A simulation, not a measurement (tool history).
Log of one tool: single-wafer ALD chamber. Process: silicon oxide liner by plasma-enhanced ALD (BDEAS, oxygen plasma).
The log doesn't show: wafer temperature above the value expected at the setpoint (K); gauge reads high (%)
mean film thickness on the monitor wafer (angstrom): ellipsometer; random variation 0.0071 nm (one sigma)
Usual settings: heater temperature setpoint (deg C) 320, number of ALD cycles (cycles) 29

run    hour  heater temperature setpoint (deg C)  number of ALD cycles (cycles)  wafers since the last listed run  hours since the last thermocouple change  hours since the gauge calibration  read-back reference wafer on the same gauge, thickness_nm  mean film thickness on the monitor wafer (angstrom)
  1       0                                  313                             29                                 0                                    1334.2                              352.3                                                       3.02                                                28.71
  2    24.3                                  313                             29                               311                                    1358.5                              376.6                                                       3.02                                                28.85
  3    53.9                                  313                             29                               379                                    1388.1                              406.2                                                      3.021                                                28.81
  4   104.9                                  320                             32                               653                                    1439.1                              457.2                                                      3.019                                                31.26
  5   117.8                                  320                             32                               165                                      1452                              470.1                                                      3.021                                                31.42
  6   150.1                                  320                             33                               413                                    1484.3                              502.4                                                      3.021                                                32.42
  7   182.2                                  320                             33                               411                                    1516.4                              534.5                                                      3.019                                                32.37
  8   195.6                                  320                             33                               171                                    1529.8                              547.9                                                      3.019                                                32.29
  9   221.3                                  320                             29                               329                                    1555.5                              573.6                                                      3.021                                                28.41
 10   249.2                                  320                             29                               357                                    1583.4                              601.5                                                      3.019                                                28.49
 11   282.7                                  320                             29                               428                                    1616.9                                635                                                      3.022                                                28.28
 12   310.6                                  320                             29                               357                                    1644.8                              662.9                                                      3.019                                                 28.6
 13   343.3                                  320                             29                               418                                    1677.5                              695.6                                                      3.022                                                28.37
 14   360.6                                  320                             29                               221                                    1694.8                              712.9                                                      3.019                                                28.45
 15   375.4                                  320                             29                               189                                    1709.6                              727.7                                                       3.02                                                28.41
 16   395.3                                  320                             29                               254                                    1729.5                              747.6                                                      3.021                                                28.61
 17   417.4                                  320                             29                               282                                    1751.6                              769.7                                                      3.019                                                28.43
 18   442.6                                  320                             29                               322                                    1776.8                              794.9                                                      3.023                                                28.28
 19   472.1                                  320                             29                               377                                    1806.3                              824.4                                                      3.021                                                28.36
 20   505.5                                  320                             29                               427                                    1839.7                              857.8                                                      3.021                                                28.29
 21   523.4                                  320                             26                               229                                    1857.6                              875.7                                                      3.019                                                 25.5
      548.3  -- gauge calibrated
 22   554.9                                  320                             26                               403                                    1889.1                                6.6                                                       3.02                                                25.55
 23   580.5                                  324                             33                               327                                    1914.7                               32.2                                                       3.02                                                32.15
 24   607.9                                  320                             29                               350                                    1942.1                               59.6                                                      3.017                                                28.46
 25   626.9                                  331                             32                               243                                    1961.1                               78.6                                                       3.02                                                30.95
        636  -- thermocouple changed; heater temperature recalibrated
 26   645.5                                  320                             29                               135                                       9.5                               97.2                                                      3.021                                                28.54
 27   660.8                                  320                             29                               195                                      24.8                              112.5                                                      3.018                                                28.43
 28     678                                  330                             34                               220                                        42                              129.7                                                      3.018                                                33.06
 29   697.4                                  312                             33                               248                                      61.4                              149.1                                                      3.019                                                32.83
 30   732.5                                  329                             32                               449                                      96.5                              184.2                                                       3.02                                                30.94
 31   767.8                                  333                             23                               451                                     131.8                              219.5                                                       3.02                                                22.16
 32   785.3                                  320                             29                               224                                     149.3                                237                                                      3.021                                                28.44
 33   809.9                                  311                             26                               314                                     173.9                              261.6                                                       3.02                                                25.82
 34   826.6                                  326                             29                               213                                     190.6                              278.3                                                      3.021                                                28.24
 35     848                                  334                             31                               274                                       212                              299.7                                                      3.021                                                29.95
 36   863.2                                  315                             26                               194                                     227.2                              314.9                                                      3.021                                                25.63
 37   883.4                                  307                             32                               258                                     247.4                              335.1                                                      3.018                                                31.91
 38   918.9                                  330                             25                               454                                     282.9                              370.6                                                       3.02                                                24.17
 39   935.1                                  320                             29                               207                                     299.1                              386.8                                                      3.019                                                28.34
 40     971                                  313                             29                               459                                       335                              422.7                                                      3.016                                                28.71
 41   985.2                                  333                             24                               181                                     349.2                              436.9                                                      3.019                                                23.03
 42   999.9                                  309                             29                               188                                     363.9                              451.6                                                      3.021                                                28.89
 43  1016.3                                  325                             25                               209                                     380.3                                468                                                      3.022                                                24.44
 44  1047.2                                  334                             24                               395                                     411.2                              498.9                                                      3.019                                                23.04
 45  1077.2                                  329                             26                               384                                     441.2                              528.9                                                      3.022                                                 25.1

4 ways to go on from here, each from the tool as it stands after run 45. What would each give?
  A  1077.6                                  320                             27                                 5                                     441.6                              529.3                                                          ?                                                    ?
  B  1077.6                                  325                             29                                 5                                     441.6                              529.3                                                          ?                                                    ?
  C  1077.6                                  320                             34                                 5                                     441.6                              529.3                                                          ?                                                    ?
  D  1077.6                                  308                             27                                 5                                     441.6                              529.3                                                          ?                                                    ?

run  read-back reference wafer on the same gauge, thickness_nm  mean film thickness on the monitor wafer (angstrom)
  A                                                      3.021                                                26.39
  B                                                      3.021                                                28.15
  C                                                      3.021                                                33.23
  D                                                      3.021                                                26.83
Without the tool's hidden state the same runs would have given:
run  mean film thickness on the monitor wafer (angstrom)
  A                                                26.39
  B                                                28.15
  C                                                33.23
  D                                                26.83
